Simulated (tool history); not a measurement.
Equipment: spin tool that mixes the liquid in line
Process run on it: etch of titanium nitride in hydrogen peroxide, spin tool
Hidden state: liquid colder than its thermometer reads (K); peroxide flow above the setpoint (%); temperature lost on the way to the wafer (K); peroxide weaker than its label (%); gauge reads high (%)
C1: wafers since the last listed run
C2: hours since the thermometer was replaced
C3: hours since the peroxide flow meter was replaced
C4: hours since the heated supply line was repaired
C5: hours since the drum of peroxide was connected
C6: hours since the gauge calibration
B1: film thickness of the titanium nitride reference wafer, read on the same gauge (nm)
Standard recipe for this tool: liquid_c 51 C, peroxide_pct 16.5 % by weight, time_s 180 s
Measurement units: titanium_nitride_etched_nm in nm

run 1 hour=0 | liquid_c=51 peroxide_pct=16.5 time_s=125 | C1=0 C2=2705.1 C3=1019.6 C4=1401.6 C5=183.8 C6=441.1 | B1=142.42 | titanium_nitride_etched_nm=5.02
-- hour=1.7 gauge calibrated
run 2 hour=23.3 | liquid_c=51 peroxide_pct=16.5 time_s=125 | C1=188 C2=2728.4 C3=1042.9 C4=1424.9 C5=207.1 C6=21.6 | B1=140.67 | titanium_nitride_etched_nm=5.05
run 3 hour=40.9 | liquid_c=51 peroxide_pct=16.5 time_s=125 | C1=142 C2=2746 C3=1060.5 C4=1442.5 C5=224.7 C6=39.2 | B1=140.91 | titanium_nitride_etched_nm=4.99
run 4 hour=73.2 | liquid_c=51 peroxide_pct=16.5 time_s=155 | C1=261 C2=2778.3 C3=1092.8 C4=1474.8 C5=257 C6=71.5 | B1=141.26 | titanium_nitride_etched_nm=6.16
run 5 hour=90.6 | liquid_c=51 peroxide_pct=16.5 time_s=155 | C1=140 C2=2795.7 C3=1110.2 C4=1492.2 C5=274.4 C6=88.9 | B1=141.45 | titanium_nitride_etched_nm=6.24
run 6 hour=117.6 | liquid_c=51 peroxide_pct=16.5 time_s=180 | C1=218 C2=2822.7 C3=1137.2 C4=1519.2 C5=301.4 C6=115.9 | B1=141.69 | titanium_nitride_etched_nm=7.29
run 7 hour=151.5 | liquid_c=58 peroxide_pct=16.5 time_s=180 | C1=273 C2=2856.6 C3=1171.1 C4=1553.1 C5=335.3 C6=149.8 | B1=141.91 | titanium_nitride_etched_nm=11.91
run 8 hour=182.2 | liquid_c=58 peroxide_pct=16.5 time_s=180 | C1=248 C2=2887.3 C3=1201.8 C4=1583.8 C5=366 C6=180.5 | B1=142.06 | titanium_nitride_etched_nm=11.76
run 9 hour=211.9 | liquid_c=51 peroxide_pct=16.5 time_s=180 | C1=240 C2=2917 C3=1231.5 C4=1613.5 C5=395.7 C6=210.2 | B1=142.18 | titanium_nitride_etched_nm=7.33
run 10 hour=247 | liquid_c=51 peroxide_pct=16.5 time_s=180 | C1=283 C2=2952.1 C3=1266.6 C4=1648.6 C5=430.8 C6=245.3 | B1=142.29 | titanium_nitride_etched_nm=7.32
run 11 hour=262.1 | liquid_c=51 peroxide_pct=16.5 time_s=180 | C1=122 C2=2967.2 C3=1281.7 C4=1663.7 C5=445.9 C6=260.4 | B1=142.34 | titanium_nitride_etched_nm=7.31
run 12 hour=289.7 | liquid_c=51 peroxide_pct=16.5 time_s=180 | C1=223 C2=2994.8 C3=1309.3 C4=1691.3 C5=473.5 C6=288 | B1=142.38 | titanium_nitride_etched_nm=7.25
run 13 hour=307.6 | liquid_c=41.5 peroxide_pct=12 time_s=275 | C1=144 C2=3012.7 C3=1327.2 C4=1709.2 C5=491.4 C6=305.9 | B1=142.4 | titanium_nitride_etched_nm=5.22
run 14 hour=323.4 | liquid_c=45 peroxide_pct=16.5 time_s=180 | C1=127 C2=3028.5 C3=1343 C4=1725 C5=507.2 C6=321.7 | B1=142.45 | titanium_nitride_etched_nm=4.73
-- hour=354.1 gauge calibrated
run 15 hour=355.8 | liquid_c=45 peroxide_pct=16.5 time_s=180 | C1=261 C2=3060.9 C3=1375.4 C4=1757.4 C5=539.6 C6=1.7 | B1=139.86 | titanium_nitride_etched_nm=4.63
-- hour=374.1 thermometer replaced
run 16 hour=378.6 | liquid_c=46 peroxide_pct=13 time_s=265 | C1=176 C2=4.5 C3=1398.2 C4=1780.2 C5=562.4 C6=24.5 | B1=140.22 | titanium_nitride_etched_nm=6.97
run 17 hour=406.2 | liquid_c=46 peroxide_pct=13 time_s=265 | C1=223 C2=32.1 C3=1425.8 C4=1807.8 C5=590 C6=52.1 | B1=140.56 | titanium_nitride_etched_nm=7.01
run 18 hour=425.6 | liquid_c=46 peroxide_pct=13 time_s=265 | C1=156 C2=51.5 C3=1445.2 C4=1827.2 C5=609.4 C6=71.5 | B1=140.79 | titanium_nitride_etched_nm=6.99
run 19 hour=453.6 | liquid_c=51 peroxide_pct=16.5 time_s=180 | C1=226 C2=79.5 C3=1473.2 C4=1855.2 C5=637.4 C6=99.5 | B1=141.03 | titanium_nitride_etched_nm=7.19
-- hour=483.8 heated supply line repaired
run 20 hour=485 | liquid_c=54.5 peroxide_pct=21 time_s=235 | C1=245 C2=110.9 C3=1504.6 C4=1.2 C5=668.8 C6=130.9 | B1=141.28 | titanium_nitride_etched_nm=12.7
-- hour=501.3 new drum of peroxide connected
run 21 hour=509.9 | liquid_c=58 peroxide_pct=16.5 time_s=280 | C1=193 C2=135.8 C3=1529.5 C4=26.1 C5=8.6 C6=155.8 | B1=141.42 | titanium_nitride_etched_nm=18.37
-- hour=518.2 peroxide flow meter replaced
run 22 hour=538.9 | liquid_c=58.5 peroxide_pct=19.5 time_s=280 | C1=226 C2=164.8 C3=20.7 C4=55.1 C5=37.6 C6=184.8 | B1=141.57 | titanium_nitride_etched_nm=19.78
run 23 hour=571.7 | liquid_c=51 peroxide_pct=12 time_s=180 | C1=265 C2=197.6 C3=53.5 C4=87.9 C5=70.4 C6=217.6 | B1=141.67 | titanium_nitride_etched_nm=6.78
run 24 hour=653.7 | liquid_c=51 peroxide_pct=18 time_s=180 | C1=662 C2=279.6 C3=135.5 C4=169.9 C5=152.4 C6=299.6 | B1=141.92 | titanium_nitride_etched_nm=7.4

Each run again, without the hidden state but with its own random variation kept:
run=1 titanium_nitride_etched_nm=4.94
run=2 titanium_nitride_etched_nm=5.03
run=3 titanium_nitride_etched_nm=4.96
run=4 titanium_nitride_etched_nm=6.1
run=5 titanium_nitride_etched_nm=6.18
run=6 titanium_nitride_etched_nm=7.2
run=7 titanium_nitride_etched_nm=11.75
run=8 titanium_nitride_etched_nm=11.59
run=9 titanium_nitride_etched_nm=7.22
run=10 titanium_nitride_etched_nm=7.2
run=11 titanium_nitride_etched_nm=7.19
run=12 titanium_nitride_etched_nm=7.13
run=13 titanium_nitride_etched_nm=5.13
run=14 titanium_nitride_etched_nm=4.65
run=15 titanium_nitride_etched_nm=4.63
run=16 titanium_nitride_etched_nm=6.96
run=17 titanium_nitride_etched_nm=6.98
run=18 titanium_nitride_etched_nm=6.95
run=19 titanium_nitride_etched_nm=7.13
run=20 titanium_nitride_etched_nm=12.59
run=21 titanium_nitride_etched_nm=18.18
run=22 titanium_nitride_etched_nm=19.56
run=23 titanium_nitride_etched_nm=6.7
run=24 titanium_nitride_etched_nm=7.3

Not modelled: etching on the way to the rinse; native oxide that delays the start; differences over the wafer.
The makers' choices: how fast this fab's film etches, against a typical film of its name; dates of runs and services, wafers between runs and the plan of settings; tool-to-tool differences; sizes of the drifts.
